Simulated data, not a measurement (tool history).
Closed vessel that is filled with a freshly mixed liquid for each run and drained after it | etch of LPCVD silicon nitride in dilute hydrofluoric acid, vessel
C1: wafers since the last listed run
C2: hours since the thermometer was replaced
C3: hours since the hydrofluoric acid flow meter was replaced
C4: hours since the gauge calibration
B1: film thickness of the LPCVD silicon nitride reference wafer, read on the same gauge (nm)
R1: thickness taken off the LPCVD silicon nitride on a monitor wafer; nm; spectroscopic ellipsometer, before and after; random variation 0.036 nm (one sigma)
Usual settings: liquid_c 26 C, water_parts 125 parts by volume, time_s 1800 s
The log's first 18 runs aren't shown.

Run 19, hour 491.9: usual settings but time_s 2075 s; C1 353; C2 265.8; C3 457.5; C4 548.9; B1 140. Result: R1 10.08 nm.
Run 20, hour 516.8: usual settings but liquid_c 28 C; C1 578; C2 290.7; C3 482.4; C4 573.8; B1 140.01. Result: R1 10.03 nm.
Run 21, hour 546.7: usual settings but water_parts 70 parts by volume; C1 695; C2 320.6; C3 512.3; C4 603.7; B1 140.01. Result: R1 15.7 nm.
Run 22, hour 578.5: usual settings but liquid_c 22.5 C, water_parts 170 parts by volume, time_s 745 s; C1 739; C2 352.4; C3 544.1; C4 635.5; B1 140.01. Result: R1 2.14 nm.
Run 23, hour 595.2: usual settings but water_parts 155 parts by volume; C1 388; C2 369.1; C3 560.8; C4 652.2; B1 140.02. Result: R1 7.15 nm.
Run 24, hour 608.4: usual settings but water_parts 105 parts by volume, time_s 1280 s; C1 306; C2 382.3; C3 574; C4 665.4; B1 140. Result: R1 7.43 nm.
Run 25, hour 680.5: usual settings; C1 1676; C2 454.4; C3 646.1; C4 737.5; B1 140.03. Result: R1 8.88 nm.
Run 26, hour 712.2: usual settings; C1 737; C2 486.1; C3 677.8; C4 769.2; B1 139.99. Result: R1 8.83 nm.
Run 27, hour 729.2: usual settings but liquid_c 21 C, water_parts 140 parts by volume, time_s 1285 s; C1 395; C2 503.1; C3 694.8; C4 786.2; B1 139.99. Result: R1 4.09 nm.
Run 28, hour 745.1: usual settings but time_s 2570 s; C1 369; C2 519; C3 710.7; C4 802.1; B1 140. Result: R1 12.68 nm.
Run 29, hour 771.9: usual settings but liquid_c 29.5 C; C1 623; C2 545.8; C3 737.5; C4 828.9; B1 140.02. Result: R1 11.09 nm.

Run 30 comes next. What will it give?
Run 30, hour 785.6: usual settings; C1 318; C2 559.5; C3 751.2; C4 842.6; B1 ?. Result: R1 ?.

{"run 30": {"B1": 140, "R1": 8.92}}
Without the tool's hidden state the same run would have given R1 8.69 nm.
